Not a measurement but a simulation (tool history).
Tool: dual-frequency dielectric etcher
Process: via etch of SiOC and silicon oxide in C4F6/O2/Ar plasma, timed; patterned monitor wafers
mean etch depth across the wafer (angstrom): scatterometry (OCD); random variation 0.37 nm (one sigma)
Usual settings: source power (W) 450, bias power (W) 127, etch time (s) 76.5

run    hour  source power (W)  bias power (W)  etch time (s)  wafers since the last listed run  hours since the last wet clean  hours since the last source power generator calibration  hours since the last bias power generator calibration  hours since the last upper electrode change  hours since the gauge calibration  read-back reference wafer on the same gauge, depth_nm  mean etch depth across the wafer (angstrom)
  1     0.0               450             127           76.5                                 0                           103.5                                                   2396.2                                                 1302.7                                         76.6                             2686.9                                                   65.4                                          775
  2    44.0               450             109           76.5                               265                           147.5                                                   2440.2                                                 1346.7                                        120.6                             2730.9                                                   65.3                                          765
       96.4  -- source power generator calibrated
  3   129.2               450             127           84.5                               490                           232.7                                                     32.8                                                 1431.9                                        205.8                             2816.1                                                   65.2                                          832
      143.9  -- bias power generator calibrated
  4   440.1               450             127           84.5                              1854                           543.6                                                    343.7                                                  296.2                                        516.7                             3127.0                                                   65.5                                          825
  5   513.9               450             127           76.5                               445                           617.4                                                    417.5                                                  370.0                                        590.5                             3200.8                                                   65.2                                          739
  6   614.7               340             105           54.5                               609                           718.2                                                    518.3                                                  470.8                                        691.3                             3301.6                                                   65.3                                          427
      681.4  -- wet clean of the chamber
  7   681.9               450             127           68.0                               261                             0.5                                                    585.5                                                  538.0                                        758.5                             3368.8                                                   65.3                                          680
  8   770.9               350             101           54.0                               537                            89.5                                                    674.5                                                  627.0                                        847.5                             3457.8                                                   65.4                                          438
  9   816.7               450             109           76.5                               276                           135.3                                                    720.3                                                  672.8                                        893.3                             3503.6                                                   65.2                                          741
      919.4  -- gauge calibrated
 10   920.9               450             127           76.5                               629                           239.5                                                    824.5                                                  777.0                                        997.5                                1.5                                                   65.4                                          755
 11   967.3               450             127           76.5                               280                           285.9                                                    870.9                                                  823.4                                       1043.9                               47.9                                                   65.2                                          768
 12  1090.7               450             104           68.0                               745                           409.3                                                    994.3                                                  946.8                                       1167.3                              171.3                                                   65.3                                          648
 13  1141.1               410             110           58.0                               304                           459.7                                                   1044.7                                                  997.2                                       1217.7                              221.7                                                   65.1                                          525
 14  1178.9               450             151           76.5                               228                           497.5                                                   1082.5                                                 1035.0                                       1255.5                              259.5                                                   65.2                                          777
 15  1233.3               340             101           88.5                               328                           551.9                                                   1136.9                                                 1089.4                                       1309.9                              313.9                                                   65.3                                          699
     1305.0  -- wet clean of the chamber
 16  1314.6               450             137           69.0                               346                             9.6                                                   1218.2                                                 1170.7                                       1391.2                              395.2                                                   65.5                                          701
 17  1414.1               450             127           76.5                               601                           109.1                                                   1317.7                                                 1270.2                                       1490.7                              494.7                                                   65.3                                          764
 18  1450.8               450             127           76.5                               221                           145.8                                                   1354.4                                                 1306.9                                       1527.4                              531.4                                                   65.3                                          765
 19  1490.4               450             127           76.5                               239                           185.4                                                   1394.0                                                 1346.5                                       1567.0                              571.0                                                   65.4                                          768
 20  1542.3               450             127           76.5                               313                           237.3                                                   1445.9                                                 1398.4                                       1618.9                              622.9                                                   65.3                                          767
     1647.4  -- bias power generator calibrated
 21  1667.0               450             127           76.5                               729                           362.0                                                   1570.6                                                   19.6                                       1743.6                              747.6                                                   65.1                                          770
 22  1729.6               450             127           76.5                               378                           424.6                                                   1633.2                                                   82.2                                       1806.2                              810.2                                                   65.2                                          766
 23  1792.4               450             127           76.5                               379                           487.4                                                   1696.0                                                  145.0                                       1869.0                              873.0                                                   65.4                                          755
 24  1866.9               450             127           91.5                               450                           561.9                                                   1770.5                                                  219.5                                       1943.5                              947.5                                                   65.2                                          912
 25  1932.6               360             151           85.5                               397                           627.6                                                   1836.2                                                  285.2                                       2009.2                             1013.2                                                   65.3                                          767
 26  2014.3               450             110           76.5                               493                           709.3                                                   1917.9                                                  366.9                                       2090.9                             1094.9                                                   65.2                                          737
     2048.5  -- wet clean of the chamber
 27  2057.2               450             108           93.0                               114                             8.7                                                   1960.8                                                  409.8                                       2133.8                             1137.8                                                   65.3                                          918
 28  2129.0               510             141           76.5                               433                            80.5                                                   2032.6                                                  481.6                                       2205.6                             1209.6                                                   65.3                                          850
 29  2232.1               480             118           56.0                               623                           183.6                                                   2135.7                                                  584.7                                       2308.7                             1312.7                                                   65.4                                          580

Hidden state at the last listed run before each entry between runs and at the first one after, where it differs:
Between runs 2 and 3: source power generator calibrated (hour 96.4)
  etch rate over this chamber's usual, %: -0.616 -> -0.882; source power that arrives over what is set, %: 5.77 -> -0.0597
  measured less the result without the state, mean etch depth across the wafer (angstrom): +20 -> -8
Between runs 3 and 4: bias power generator calibrated (hour 143.9)
  etch rate over this chamber's usual, %: -0.882 -> -1.85; source power that arrives over what is set, %: -0.0597 -> 0.0492
  measured less the result without the state, mean etch depth across the wafer (angstrom): -8 -> -15
Between runs 6 and 7: wet clean of the chamber (hour 681.4)
  etch rate over this chamber's usual, %: -2.4 -> 0.107; source power that arrives over what is set, %: 0.189 -> 0.258
  measured less the result without the state, mean etch depth across the wafer (angstrom): -10 -> +2
Between runs 9 and 10: gauge calibrated (hour 919.4)
  etch rate over this chamber's usual, %: -0.315 -> -0.641; source power that arrives over what is set, %: 0.422 -> 0.572
  measured less the result without the state, mean etch depth across the wafer (angstrom): +0 -> -3
Between runs 15 and 16: wet clean of the chamber (hour 1305.0)
  etch rate over this chamber's usual, %: -1.62 -> -0.0247; source power that arrives over what is set, %: 1.14 -> 1.32
  measured less the result without the state, mean etch depth across the wafer (angstrom): -7 -> +5
Between runs 20 and 21: bias power generator calibrated (hour 1647.4)
  etch rate over this chamber's usual, %: -0.737 -> -1.13; source power that arrives over what is set, %: 1.88 -> 2.23
  measured less the result without the state, mean etch depth across the wafer (angstrom): +3 -> +2
Between runs 26 and 27: wet clean of the chamber (hour 2048.5)
  etch rate over this chamber's usual, %: -2.21 -> 0.0696; source power that arrives over what is set, %: 3.36 -> 3.52
  measured less the result without the state, mean etch depth across the wafer (angstrom): -2 -> +19
